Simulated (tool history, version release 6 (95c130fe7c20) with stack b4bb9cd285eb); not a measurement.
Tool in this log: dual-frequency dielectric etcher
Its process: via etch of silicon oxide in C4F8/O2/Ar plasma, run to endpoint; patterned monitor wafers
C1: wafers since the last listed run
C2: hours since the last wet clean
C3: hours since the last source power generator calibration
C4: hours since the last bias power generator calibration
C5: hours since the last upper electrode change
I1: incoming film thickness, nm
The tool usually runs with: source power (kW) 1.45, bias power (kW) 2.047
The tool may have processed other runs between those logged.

Run 1, hour 0: usual settings but source power (kW) 1.61; C1 0; C2 73.2; C3 2491.6; C4 967.4; C5 2180.1; I1 2169.6. Result: endpoint time (s) 465.3.
Run 2, hour 50.9: usual settings but source power (kW) 1.61; C1 272; C2 124.1; C3 2542.5; C4 1018.3; C5 2231; I1 2155.9. Result: endpoint time (s) 466.4.
Run 3, hour 104.2: usual settings but source power (kW) 1.61; C1 285; C2 177.4; C3 2595.8; C4 1071.6; C5 2284.3; I1 2150.3. Result: endpoint time (s) 467.9.
Run 4, hour 172: usual settings; C1 362; C2 245.2; C3 2663.6; C4 1139.4; C5 2352.1; I1 2156.2. Result: endpoint time (s) 485.1.
Run 5, hour 254.7: usual settings; C1 442; C2 327.9; C3 2746.3; C4 1222.1; C5 2434.8; I1 2173.6. Result: endpoint time (s) 503.5.
At hour 315.2: wet clean of the chamber.
Run 6, hour 338: usual settings; C1 317; C2 22.8; C3 2829.6; C4 1305.4; C5 2518.1; I1 2155.4. Result: endpoint time (s) 472.3.
Run 7, hour 417.2: usual settings; C1 423; C2 102; C3 2908.8; C4 1384.6; C5 2597.3; I1 2172.4. Result: endpoint time (s) 489.
Run 8, hour 473.5: usual settings but bias power (kW) 2.426; C1 301; C2 158.3; C3 2965.1; C4 1440.9; C5 2653.6; I1 2150.7. Result: endpoint time (s) 455.2.
Run 9, hour 556.8: usual settings but bias power (kW) 2.426; C1 445; C2 241.6; C3 3048.4; C4 1524.2; C5 2736.9; I1 2145. Result: endpoint time (s) 457.6.
Run 10, hour 598.3: usual settings but bias power (kW) 2.426; C1 222; C2 283.1; C3 3089.9; C4 1565.7; C5 2778.4; I1 2170.1. Result: endpoint time (s) 464.
Run 11, hour 679.4: usual settings; C1 434; C2 364.2; C3 3171; C4 1646.8; C5 2859.5; I1 2180.3. Result: endpoint time (s) 495.1.
At hour 709.7: wet clean of the chamber.
Run 12, hour 817.5: usual settings but bias power (kW) 1.823; C1 610; C2 107.8; C3 3309.1; C4 1784.9; C5 2997.6; I1 2161. Result: endpoint time (s) 504.
Run 13, hour 861.8: usual settings but bias power (kW) 1.823; C1 237; C2 152.1; C3 3353.4; C4 1829.2; C5 3041.9; I1 2169.7. Result: endpoint time (s) 513.
Run 14, hour 1070.7: usual settings but source power (kW) 1.09; C1 1118; C2 361; C3 3562.3; C4 2038.1; C5 3250.8; I1 2168.5. Result: endpoint time (s) 546.8.
Run 15, hour 1126.8: usual settings but source power (kW) 1.67, bias power (kW) 2.293; C1 300; C2 417.1; C3 3618.4; C4 2094.2; C5 3306.9; I1 2130.3. Result: endpoint time (s) 452.
At hour 1180.8: wet clean of the chamber.
Run 16, hour 1219.4: usual settings but source power (kW) 1.74, bias power (kW) 1.564; C1 367; C2 38.6; C3 3711; C4 2186.8; C5 3399.5; I1 2168.6. Result: endpoint time (s) 489.3.
At hour 1291.4: upper electrode replaced, of another model than before.
Run 17, hour 1304.8: usual settings but source power (kW) 1.21, bias power (kW) 1.762; C1 328; C2 124; C3 3796.4; C4 2272.2; C5 13.4; I1 2136.8. Result: endpoint time (s) 568.2.
Run 18, hour 1379: usual settings; C1 397; C2 198.2; C3 3870.6; C4 2346.4; C5 87.6; I1 2175.2. Result: endpoint time (s) 491.6.
Run 19, hour 1456.7: usual settings but bias power (kW) 2.329; C1 415; C2 275.9; C3 3948.3; C4 2424.1; C5 165.3; I1 2149.5. Result: endpoint time (s) 460.8.
At hour 1544.7: bias power generator calibrated.
Run 20, hour 1545.2: usual settings but source power (kW) 1.57, bias power (kW) 1.909; C1 452; C2 364.4; C3 4036.8; C4 0.5; C5 253.8; I1 2141.2. Result: endpoint time (s) 487.6.
At hour 1590.8: wet clean of the chamber.
Run 21, hour 1629: usual settings but source power (kW) 1.25, bias power (kW) 1.54; C1 320; C2 38.2; C3 4120.6; C4 84.3; C5 337.6; I1 2177.2. Result: endpoint time (s) 602.2.
Run 22, hour 1723.9: usual settings but bias power (kW) 2.329; C1 507; C2 133.1; C3 4215.5; C4 179.2; C5 432.5; I1 2121.3. Result: endpoint time (s) 445.5.
At hour 1789.4: source power generator calibrated.
Run 23, hour 1831.8: usual settings; C1 556; C2 241; C3 42.4; C4 287.1; C5 540.4; I1 2170.7. Result: endpoint time (s) 492.4.
At hour 2004.1: wet clean of the chamber.
Run 24, hour 2007.7: usual settings; C1 812; C2 3.6; C3 218.3; C4 463; C5 716.3; I1 2137.1. Result: endpoint time (s) 466.9.
Run 25, hour 2098.1: usual settings but source power (kW) 1.17; C1 483; C2 94; C3 308.7; C4 553.4; C5 806.7; I1 2155.4. Result: endpoint time (s) 540.9.
Run 26, hour 2199.8: usual settings; C1 544; C2 195.7; C3 410.4; C4 655.1; C5 908.4; I1 2168.8. Result: endpoint time (s) 496.7.
Run 27, hour 2281.6: usual settings but source power (kW) 1.59, bias power (kW) 1.829; C1 437; C2 277.5; C3 492.2; C4 736.9; C5 990.2; I1 2171.1. Result: endpoint time (s) 498.4.

Entry by entry between the runs, the difference in hidden state between the last listed run before and the first listed run after:
Logged between run 5 and run 6: wet clean of the chamber (hour 315.2)
  etch rate over this chamber's usual, %: -3.97 -> -0.435
  the result without the hidden state subtracted from the measured one, endpoint time (s): +20 -> +2.1
Logged between run 11 and run 12: wet clean of the chamber (hour 709.7)
  etch rate over this chamber's usual, %: -4.4 -> -0.954
  the result without the hidden state subtracted from the measured one, endpoint time (s): +21.8 -> +4.8
Logged between run 15 and run 16: wet clean of the chamber (hour 1180.8)
  etch rate over this chamber's usual, %: -4.55 -> -0.355
  the result without the hidden state subtracted from the measured one, endpoint time (s): +20.5 -> +1.7
Logged between run 16 and run 17: upper electrode replaced, of another model than before (hour 1291.4)
  etch rate over this chamber's usual, %: -0.355 -> -1.35
  the result without the hidden state subtracted from the measured one, endpoint time (s): +1.7 -> +7.6
Logged between run 19 and run 20: bias power generator calibrated (hour 1544.7)
  etch rate over this chamber's usual, %: -3.11 -> -4.14
  the result without the hidden state subtracted from the measured one, endpoint time (s): +14.3 -> +20.2
Logged between run 20 and run 21: wet clean of the chamber (hour 1590.8)
  etch rate over this chamber's usual, %: -4.14 -> -0.0578
  the result without the hidden state subtracted from the measured one, endpoint time (s): +20.2 -> +0.3
Logged between run 22 and run 23: source power generator calibrated (hour 1789.4)
  etch rate over this chamber's usual, %: -1.16 -> -2.41
  the result without the hidden state subtracted from the measured one, endpoint time (s): +5.2 -> +11.9
Logged between run 23 and run 24: wet clean of the chamber (hour 2004.1)
  etch rate over this chamber's usual, %: -2.41 -> -0.28
  the result without the hidden state subtracted from the measured one, endpoint time (s): +11.9 -> +1.4
